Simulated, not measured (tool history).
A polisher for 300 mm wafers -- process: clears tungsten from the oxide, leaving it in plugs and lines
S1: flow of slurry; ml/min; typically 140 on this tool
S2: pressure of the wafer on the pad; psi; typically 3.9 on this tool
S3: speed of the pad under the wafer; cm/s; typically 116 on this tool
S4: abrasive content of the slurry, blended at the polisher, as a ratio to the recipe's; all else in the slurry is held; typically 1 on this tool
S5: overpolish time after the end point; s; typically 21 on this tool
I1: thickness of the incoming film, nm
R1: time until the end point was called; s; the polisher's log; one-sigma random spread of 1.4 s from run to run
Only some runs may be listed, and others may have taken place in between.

run 1 hour=0 | S1=140 S2=3.9 S3=116 S4=1 S5=21 | I1=437.8 | R1=90.2
run 2 hour=24.5 | S1=140 S2=3.9 S3=116 S4=1 S5=21 | I1=435.5 | R1=91.4
-- hour=29.4 worn pad replaced by a new one
-- hour=36.5 slurry nozzle cleaned
run 3 hour=71.5 | S1=140 S2=3.9 S3=116 S4=1 S5=21 | I1=448.3 | R1=87.5
run 4 hour=143.4 | S1=140 S2=3.9 S3=116 S4=1 S5=21 | I1=439.5 | R1=89.9
run 5 hour=183.8 | S1=140 S2=3.9 S3=116 S4=1 S5=21 | I1=434.9 | R1=90.9
run 6 hour=221.3 | S1=140 S2=3.9 S3=116 S4=1 S5=21 | I1=440.6 | R1=93.1
-- hour=249 slurry blender recalibrated
run 7 hour=376.2 | S1=140 S2=3.9 S3=116 S4=1 S5=21 | I1=442.6 | R1=89.1
-- hour=377.9 slurry tank refilled with fresh slurry and peroxide
run 8 hour=437.5 | S1=140 S2=3.9 S3=116 S4=1 S5=21 | I1=446.6 | R1=90.6
-- hour=460.9 head pressure recalibrated
-- hour=495.2 worn pad replaced by a new one
run 9 hour=502.9 | S1=170 S2=5.1 S3=94 S4=1.25 S5=21 | I1=436 | R1=74.4
run 10 hour=557 | S1=140 S2=3.9 S3=116 S4=1 S5=21 | I1=440 | R1=92.5
-- hour=582.8 slurry nozzle cleaned
run 11 hour=712.1 | S1=140 S2=3.1 S3=116 S4=1 S5=17 | I1=444.1 | R1=111
run 12 hour=750.5 | S1=140 S2=3.9 S3=116 S4=1 S5=21 | I1=448.8 | R1=91
-- hour=762.6 slurry blender recalibrated
run 13 hour=911.5 | S1=180 S2=3.9 S3=116 S4=1.25 S5=21 | I1=438.7 | R1=80.6
-- hour=925.9 head pressure recalibrated
-- hour=929.8 slurry tank refilled with fresh slurry and peroxide
run 14 hour=971.9 | S1=140 S2=2.6 S3=102 S4=1 S5=21 | I1=437.9 | R1=147.6
run 15 hour=1019.9 | S1=160 S2=3.9 S3=138 S4=1 S5=29 | I1=446.8 | R1=76.7
run 16 hour=1048.8 | S1=140 S2=3.9 S3=128 S4=1 S5=25 | I1=439.6 | R1=81.1
-- hour=1062.9 slurry nozzle cleaned
-- hour=1068.9 worn pad replaced by a new one
run 17 hour=1082.3 | S1=155 S2=3.9 S3=116 S4=1 S5=21 | I1=434 | R1=82.6
run 18 hour=1182.4 | S1=95 S2=4.4 S3=140 S4=0.9 S5=21 | I1=446 | R1=76.1
run 19 hour=1249 | S1=140 S2=3.9 S3=116 S4=1 S5=21 | I1=430.8 | R1=86.7
run 20 hour=1285.9 | S1=140 S2=3.9 S3=80 S4=1 S5=21 | I1=438.3 | R1=123.8
run 21 hour=1326.4 | S1=140 S2=5.1 S3=116 S4=1 S5=21 | I1=443.6 | R1=72.1
-- hour=1364.8 slurry blender recalibrated
-- hour=1527 head pressure recalibrated
run 22 hour=1527.5 | S1=140 S2=3.9 S3=116 S4=1 S5=21 | I1=443.3 | R1=90
-- hour=1537.5 slurry tank refilled with fresh slurry and peroxide
-- hour=1570 slurry nozzle cleaned
run 23 hour=1595.7 | S1=140 S2=3.9 S3=148 S4=1 S5=21 | I1=439.8 | R1=67.8
-- hour=1659.6 worn pad replaced by a new one
run 24 hour=1660.1 | S1=140 S2=2.9 S3=116 S4=0.85 S5=21 | I1=441.9 | R1=119.6
run 25 hour=1712 | S1=140 S2=3.9 S3=116 S4=1.15 S5=21 | I1=441 | R1=84.2
run 26 hour=1756.7 | S1=140 S2=3.5 S3=130 S4=1 S5=21 | I1=448 | R1=94.5

What if the next run were any one of these 4? Each begins from the tool's condition after run 26:
run A hour=1757.2 | S1=140 S2=3.9 S3=116 S4=1 S5=21 | I1=442.7 | R1=?
run B hour=1757.2 | S1=140 S2=5.1 S3=140 S4=1 S5=21 | I1=442.7 | R1=?
run C hour=1757.2 | S1=140 S2=4.6 S3=116 S4=1 S5=21 | I1=442.7 | R1=?
run D hour=1757.2 | S1=140 S2=2.9 S3=116 S4=0.9 S5=30 | I1=442.7 | R1=?

run=A R1=93
run=B R1=60.4
run=C R1=78.8
run=D R1=128
Stripped of hidden state, with their random variation kept, the same runs would have yielded:
run=A R1=84.5
run=B R1=55
run=C R1=71.7
run=D R1=116.4
